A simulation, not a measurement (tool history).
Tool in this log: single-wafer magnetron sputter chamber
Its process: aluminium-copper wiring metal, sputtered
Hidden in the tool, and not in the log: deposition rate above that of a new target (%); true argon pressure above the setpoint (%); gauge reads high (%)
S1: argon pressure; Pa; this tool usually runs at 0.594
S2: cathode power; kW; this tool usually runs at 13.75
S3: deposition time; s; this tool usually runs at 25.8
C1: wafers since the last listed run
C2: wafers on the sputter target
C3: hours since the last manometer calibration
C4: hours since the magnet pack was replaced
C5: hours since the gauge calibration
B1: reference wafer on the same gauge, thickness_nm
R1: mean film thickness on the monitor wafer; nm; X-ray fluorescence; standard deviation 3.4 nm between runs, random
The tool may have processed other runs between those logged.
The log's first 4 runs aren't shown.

run   hour     S1     S2    S3    C1    C2      C3      C4     C5       B1       R1
  5    307  0.594  13.75  25.8  1050  4980  1021.8  5861.3   82.3  464.155  574.449
  6  335.8  0.594  13.75  25.8   437  5418  1050.6  5890.1  111.1  464.128  578.444
  7  386.2  0.594  13.75  25.8   766  6184    1101  5940.5  161.5  463.901   580.45
  8  443.3  0.409  13.75  25.8   868  7053  1158.1  5997.6  218.6  463.714  625.255
     472.5  -- sputter target and shields replaced
     478.3  -- capacitance manometer re-zeroed and calibrated
  9  489.9  0.409  13.75  25.8   498   176    11.6  6044.2  265.2  464.623  634.605
     544.8  -- magnet pack replaced
 10    558  0.409  13.75  25.8   913  1090    79.7    13.2  333.3  463.724   631.44
 11  660.8  0.594  13.75  25.8  1563  2653   182.5     116  436.1  464.123  577.454
 12  687.4  0.594  13.75  25.8   404  3058   209.1   142.6  462.7    463.9  574.366
 13  728.4  0.594  13.75  25.8   623  3681   250.1   183.6  503.7  464.731  580.648
 14  799.7  0.594  13.75  25.8  1084  4765   321.4   254.9    575  464.457   579.83
 15  827.8  0.769  13.75  25.8   427  5193   349.5     283  603.1  464.392  532.007
 16  861.4  0.767  15.25  25.8   510  5704   383.1   316.6  636.7  464.133  589.302
     872.1  -- sputter target and shields replaced
 17  908.2  0.594     12  25.8   590   549   429.9   363.4  683.5  464.129  510.691

Run 18 is up next; what results do you expect?
 18  966.6  0.794  13.75  23.7  888  1437  488.3  421.8  741.9   ?   ?

B1: 464.239
R1: 483.624 nm
With the hidden condition absent and the run-to-run variation left alone, this run would have shown R1 483.624 nm.
